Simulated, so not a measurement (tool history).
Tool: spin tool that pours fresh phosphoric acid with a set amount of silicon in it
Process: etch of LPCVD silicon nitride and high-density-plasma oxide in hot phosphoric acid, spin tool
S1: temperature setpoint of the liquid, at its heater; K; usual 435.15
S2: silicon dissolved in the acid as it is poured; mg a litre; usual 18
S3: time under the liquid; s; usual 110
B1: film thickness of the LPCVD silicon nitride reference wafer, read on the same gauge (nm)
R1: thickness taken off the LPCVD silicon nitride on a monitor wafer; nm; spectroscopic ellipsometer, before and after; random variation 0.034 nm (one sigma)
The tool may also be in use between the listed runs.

run,day,S1,S2,S3,B1,R1
1,0,435.15,18,110,149.98,10.2
2,1.746,435.15,18,110,150,10.17
3,4.542,435.15,18,110,150.02,10.28
4,7.504,437.15,18,110,150.02,11
5,8.892,435.15,18,110,150.01,10.3
6,11.75,435.15,18,110,150,10.27
7,13.067,435.15,14.5,110,150.01,10.29
# day 13.692: thermometer replaced
8,14.867,435.15,18,110,150,9.63
9,17.121,435.15,18,110,150.01,9.68
# day 20.046: dissolved silicon flow meter replaced
10,20.267,435.15,18,110,150.01,9.66
11,21.95,437.65,18,75,149.99,7.19
# day 22.642: heated supply line repaired
12,23.642,432.65,22,155,149.99,12.92
13,25.758,435.15,18,110,150,10.03
14,27.212,435.15,18,110,149.98,10.08
15,29.204,433.15,18,60,150,5.16
# day 29.617: gauge calibrated
16,32.088,435.15,18,110,150,10.1
17,34.829,435.15,10.5,70,150,6.43
18,37.338,436.15,18,110,150.01,10.43
19,39.446,434.15,18,70,150,6.22
20,40.662,435.15,18,110,150,10.13

Forecast each of these 3 alternatives for the next run:
A,40.679,435.15,18,55,?,?
B,40.679,437.65,25.5,50,?,?
C,40.679,436.15,8.5,110,?,?

run,B1,R1
A,149.98,5.06
B,149.98,5
C,149.98,10.46
Without the tool's hidden state the same runs would have given:
run,R1
A,4.9
B,4.84
C,10.14
